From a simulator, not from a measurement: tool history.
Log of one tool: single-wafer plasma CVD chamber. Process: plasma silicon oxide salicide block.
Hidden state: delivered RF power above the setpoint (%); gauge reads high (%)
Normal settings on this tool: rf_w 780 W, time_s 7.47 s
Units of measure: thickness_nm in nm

run,hour,rf_w,time_s,wafers since the last listed run,hours since the last RF generator calibration,hours since the showerhead was replaced,hours since the gauge calibration,"read-back reference wafer on the same gauge, thickness_nm",thickness_nm
1,0,780,6.64,0,1397.8,7641.4,125.9,73.381,73.258
2,14.4,780,6.64,405,1412.2,7655.8,140.3,73.388,72.897
3,26.6,780,6.64,343,1424.4,7668,152.5,73.395,72.981
4,39.9,780,6.89,374,1437.7,7681.3,165.8,73.403,75.884
5,46.8,780,7.47,194,1444.6,7688.2,172.7,73.422,82.39
6,60.3,780,7.47,379,1458.1,7701.7,186.2,73.381,82.141
7,77.6,780,7.47,486,1475.4,7719,203.5,73.406,81.914
8,93.2,780,7.47,438,1491,7734.6,219.1,73.38,82.093
9,110.7,780,7.47,492,1508.5,7752.1,236.6,73.401,82.094
10,120.3,780,7.47,270,1518.1,7761.7,246.2,73.388,82.27
11,136.9,780,7.47,466,1534.7,7778.3,262.8,73.395,82.293
# hour 150.7: RF generator calibrated
12,152.1,875,8.72,202,1.4,7793.5,278,73.381,99.384
13,167.9,780,7.47,444,17.2,7809.3,293.8,73.425,82.121
# hour 181.6: gauge calibrated
14,221.1,670,7.47,1496,70.4,7862.5,39.5,73.409,78.78
15,235.7,780,7.47,410,85,7877.1,54.1,73.429,82.505
# hour 245.4: showerhead replaced
16,250.5,680,6.95,191,99.8,5.1,68.9,73.393,73.365
17,268.1,915,7.47,495,117.4,22.7,86.5,73.429,86.124
18,285.6,720,6.63,492,134.9,40.2,104,73.396,71.362
19,296,890,8.08,292,145.3,50.6,114.4,73.366,92.259
20,310.1,855,8.73,396,159.4,64.7,128.5,73.418,98.848
21,323.8,720,8.93,385,173.1,78.4,142.2,73.421,96.117
22,339.7,780,8.29,447,189,94.3,158.1,73.393,91.466

Predict each of these 4 candidate next runs independently; none follows another, all start after run 22:
A,340.1,780,7.47,11,189.4,94.7,158.5,?,?
B,340.1,630,8.02,11,189.4,94.7,158.5,?,?
C,340.1,720,6.56,11,189.4,94.7,158.5,?,?
D,340.1,880,8.1,11,189.4,94.7,158.5,?,?

run,"read-back reference wafer on the same gauge, thickness_nm",thickness_nm
A,73.411,82.339
B,73.411,82.812
C,73.411,70.562
D,73.411,92.628
With the hidden condition removed and each run's random variation left untouched, the same runs would have given:
run,thickness_nm
A,82.339
B,82.812
C,70.562
D,92.628
